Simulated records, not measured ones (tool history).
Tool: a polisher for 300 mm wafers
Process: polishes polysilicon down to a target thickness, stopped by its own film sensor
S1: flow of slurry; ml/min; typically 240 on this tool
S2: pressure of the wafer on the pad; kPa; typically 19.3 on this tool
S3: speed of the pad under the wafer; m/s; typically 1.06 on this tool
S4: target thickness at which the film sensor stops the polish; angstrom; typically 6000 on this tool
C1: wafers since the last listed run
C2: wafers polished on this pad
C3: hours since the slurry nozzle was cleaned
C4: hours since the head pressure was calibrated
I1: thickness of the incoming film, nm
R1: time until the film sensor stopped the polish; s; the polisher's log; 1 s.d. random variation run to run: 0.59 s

Run 1, hour 0: usual settings; C1 0; C2 481; C3 261.2; C4 958.8; I1 1116.6. Result: R1 64.1 s.
Run 2, hour 27.1: usual settings but S1 175 ml/min; C1 204; C2 686; C3 288.3; C4 985.9; I1 1122.8. Result: R1 68.8 s.
Run 3, hour 47.2: usual settings but S1 195 ml/min, S4 7120 angstrom; C1 151; C2 837; C3 308.4; C4 1006; I1 1108.8. Result: R1 50.5 s.
Run 4, hour 59.8: usual settings but S2 22.1 kPa; C1 95; C2 932; C3 321; C4 1018.6; I1 1117.7. Result: R1 56.1 s.
At hour 127.3: worn pad replaced by a new one.
Run 5, hour 160.9: usual settings but S2 22.1 kPa; C1 733; C2 253; C3 422.1; C4 1119.7; I1 1113.2. Result: R1 54.9 s.
Run 6, hour 173.5: usual settings but S2 17.9 kPa; C1 95; C2 348; C3 434.7; C4 1132.3; I1 1100.6. Result: R1 66.7 s.
Run 7, hour 190.1: usual settings but S2 15.9 kPa; C1 125; C2 473; C3 451.3; C4 1148.9; I1 1100.9. Result: R1 76.8 s.
At hour 192.2: slurry nozzle cleaned.
Run 8, hour 215.2: usual settings but S1 300 ml/min; C1 181; C2 655; C3 23; C4 1174; I1 1087.4. Result: R1 59.2 s.
Run 9, hour 233.6: usual settings but S1 180 ml/min, S4 5300 angstrom; C1 138; C2 794; C3 41.4; C4 1192.4; I1 1123.7. Result: R1 76.8 s.
Run 10, hour 263.1: usual settings but S1 180 ml/min, S4 5300 angstrom; C1 222; C2 1017; C3 70.9; C4 1221.9; I1 1121.5. Result: R1 77.2 s.
Run 11, hour 281.3: usual settings; C1 137; C2 1154; C3 89.1; C4 1240.1; I1 1100.8. Result: R1 61.7 s.
At hour 288: head pressure recalibrated.
Run 12, hour 300.9: usual settings; C1 132; C2 1287; C3 108.7; C4 12.9; I1 1110.5. Result: R1 64.1 s.
At hour 306.6: worn pad replaced by a new one.
Run 13, hour 314.5: usual settings; C1 72; C2 59; C3 122.3; C4 26.5; I1 1092.9. Result: R1 61 s.
Run 14, hour 332.6: usual settings but S2 24.8 kPa; C1 136; C2 196; C3 140.4; C4 44.6; I1 1097.8. Result: R1 47.3 s.
Run 15, hour 365.8: usual settings but S2 24.8 kPa; C1 250; C2 447; C3 173.6; C4 77.8; I1 1128.9. Result: R1 51 s.
Run 16, hour 379.4: usual settings but S4 7260 angstrom; C1 102; C2 549; C3 187.2; C4 91.4; I1 1112.6. Result: R1 48.5 s.
Run 17, hour 406.6: usual settings; C1 205; C2 755; C3 214.4; C4 118.6; I1 1097.7. Result: R1 62.4 s.
Run 18, hour 431.4: usual settings but S2 16.5 kPa; C1 187; C2 942; C3 239.2; C4 143.4; I1 1109.5. Result: R1 74 s.
Run 19, hour 460.1: usual settings; C1 216; C2 1159; C3 267.9; C4 172.1; I1 1101.1. Result: R1 62.5 s.
Run 20, hour 478.6: usual settings but S2 22.8 kPa, S3 1.44 m/s, S4 7170 angstrom; C1 139; C2 1298; C3 286.4; C4 190.6; I1 1099.5. Result: R1 30.9 s.
At hour 499.2: worn pad replaced by a new one.
Run 21, hour 502.7: usual settings but S1 215 ml/min, S3 0.76 m/s; C1 151; C2 26; C3 310.5; C4 214.7; I1 1120.9. Result: R1 85.9 s.
Run 22, hour 527.7: usual settings; C1 188; C2 215; C3 335.5; C4 239.7; I1 1091.5. Result: R1 62.1 s.
Run 23, hour 591.4: usual settings but S1 285 ml/min; C1 480; C2 695; C3 399.2; C4 303.4; I1 1111.4. Result: R1 62.3 s.
Run 24, hour 613.5: usual settings but S3 1.2 m/s; C1 166; C2 862; C3 421.3; C4 325.5; I1 1122.8. Result: R1 57.6 s.
At hour 626.3: slurry nozzle cleaned.
Run 25, hour 632.8: usual settings but S1 300 ml/min, S2 23.4 kPa; C1 138; C2 1000; C3 6.5; C4 344.8; I1 1129.6. Result: R1 53.6 s.
Run 26, hour 662.4: usual settings but S2 15.2 kPa, S3 0.68 m/s; C1 223; C2 1224; C3 36.1; C4 374.4; I1 1127.9. Result: R1 123.2 s.
Run 27, hour 676.3: usual settings but S1 320 ml/min, S2 24.1 kPa, S3 1.34 m/s; C1 104; C2 1329; C3 50; C4 388.3; I1 1117.6. Result: R1 41 s.
At hour 695.6: worn pad replaced by a new one.
Run 28, hour 764.4: usual settings but S2 15.2 kPa, S3 0.74 m/s, S4 7130 angstrom; C1 634; C2 519; C3 138.1; C4 476.4; I1 1113.8. Result: R1 85.6 s.
Run 29, hour 780.1: usual settings but S1 305 ml/min; C1 118; C2 637; C3 153.8; C4 492.1; I1 1115.3. Result: R1 61.9 s.
Run 30, hour 806.3: usual settings but S4 5160 angstrom; C1 197; C2 835; C3 180; C4 518.3; I1 1106.3. Result: R1 72.7 s.
Run 31, hour 829.2: usual settings but S2 25.5 kPa, S3 1.24 m/s; C1 172; C2 1008; C3 202.9; C4 541.2; I1 1113.4. Result: R1 42.4 s.
Run 32, hour 857.6: usual settings but S1 165 ml/min, S3 1.42 m/s; C1 214; C2 1222; C3 231.3; C4 569.6; I1 1098.9. Result: R1 50.5 s.
At hour 862.4: worn pad replaced by a new one.
Run 33, hour 873.1: usual settings but S2 15.2 kPa, S3 0.74 m/s, S4 7130 angstrom; C1 86; C2 80; C3 246.8; C4 585.1; I1 1103.8. Result: R1 82.7 s.
Run 34, hour 892: usual settings but S1 285 ml/min; C1 142; C2 223; C3 265.7; C4 604; I1 1098.2. Result: R1 60.7 s.
Run 35, hour 912.9: usual settings but S2 25.5 kPa, S3 1.24 m/s; C1 157; C2 380; C3 286.6; C4 624.9; I1 1104.3. Result: R1 40.8 s.

Across each entry between runs, compare the hidden state at the last listed run before it with the hidden state at the first listed run after it:
Run 4 -> run 5: worn pad replaced by a new one (hour 127.3)
  no difference in the tool's unlogged condition between these two runs
Run 7 -> run 8: slurry nozzle cleaned (hour 192.2)
  no difference in the tool's unlogged condition between these two runs
Run 11 -> run 12: head pressure recalibrated (hour 288)
  no difference in the tool's unlogged condition between these two runs
Run 12 -> run 13: worn pad replaced by a new one (hour 306.6)
  no difference in the tool's unlogged condition between these two runs
Run 20 -> run 21: worn pad replaced by a new one (hour 499.2)
  no difference in the tool's unlogged condition between these two runs
Run 24 -> run 25: slurry nozzle cleaned (hour 626.3)
  no difference in the tool's unlogged condition between these two runs
Run 27 -> run 28: worn pad replaced by a new one (hour 695.6)
  no difference in the tool's unlogged condition between these two runs
Run 32 -> run 33: worn pad replaced by a new one (hour 862.4)
  no difference in the tool's unlogged condition between these two runs
